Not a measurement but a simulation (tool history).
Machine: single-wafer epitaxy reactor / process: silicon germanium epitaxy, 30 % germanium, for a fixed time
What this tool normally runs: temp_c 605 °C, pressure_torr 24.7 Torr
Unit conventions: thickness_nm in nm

run,hour,temp_c,pressure_torr,"read-back reference wafer on the same gauge, thickness_nm",thickness_nm
1,0,605,20.5,81.695,62.67
2,78.7,605,20.5,81.747,62.089
3,143.8,605,20.5,81.68,62.063
4,191,605,28.6,81.761,78.95
5,294,605,28.6,81.839,78.605
6,397.9,605,28.6,81.841,79.477
7,467.6,605,21.6,81.735,65.574
8,506.2,605,21.6,81.793,64.946
9,580.9,605,21.6,81.988,64.564
10,686.8,615,24.7,81.809,84.424
11,751.9,615,24.7,81.752,84.938
12,851.2,605,27,81.855,76.59
13,945.5,605,27,81.76,76.289
14,1037.3,599,23,81.863,62.485
# hour 1082.8: gauge calibrated
15,1099.5,599,23,81.769,63.051
16,1198.1,605,24.7,81.728,72.351
17,1235.5,615,29.4,81.774,95.381
18,1308.7,600,24.7,81.684,67.176
# hour 1323.7: pyrometer calibrated
19,1364.2,605,20,81.693,61.595
20,1441.1,609,30,81.746,87.2
21,1685.8,591,28.4,81.899,63.369
# hour 1726.4: capacitance manometer re-zeroed and calibrated
22,1783.1,592,27,81.668,60.549
# hour 1881.4: showerhead replaced
23,1886.9,597,19,81.687,51.421
24,1963.7,619,21.4,81.895,80.624
25,2024.4,610,19.8,81.936,65.546
26,2103.6,610,18.9,81.64,63.492
27,2194.7,605,28.7,81.941,79.801
28,2258.7,591,24.7,81.715,57.691
29,2335.9,610,19.8,81.808,65.432
30,2425.9,605,24.7,81.889,71.793

5 options for the next run, each taken on its own from the tool as it stands now. Forecast them:
A,2426.3,611,24.7,?,?
B,2426.3,609,27.7,?,?
C,2426.3,613,28.1,?,?
D,2426.3,605,30.3,?,?
E,2426.3,619,24.7,?,?

run,"read-back reference wafer on the same gauge, thickness_nm",thickness_nm
A,81.939,78.884
B,81.939,82.401
C,81.939,88.538
D,81.939,81.745
E,81.939,89.354
What these runs would have given with no unlogged condition in the tool:
run,thickness_nm
A,77.359
B,80.808
C,86.826
D,80.164
E,87.626
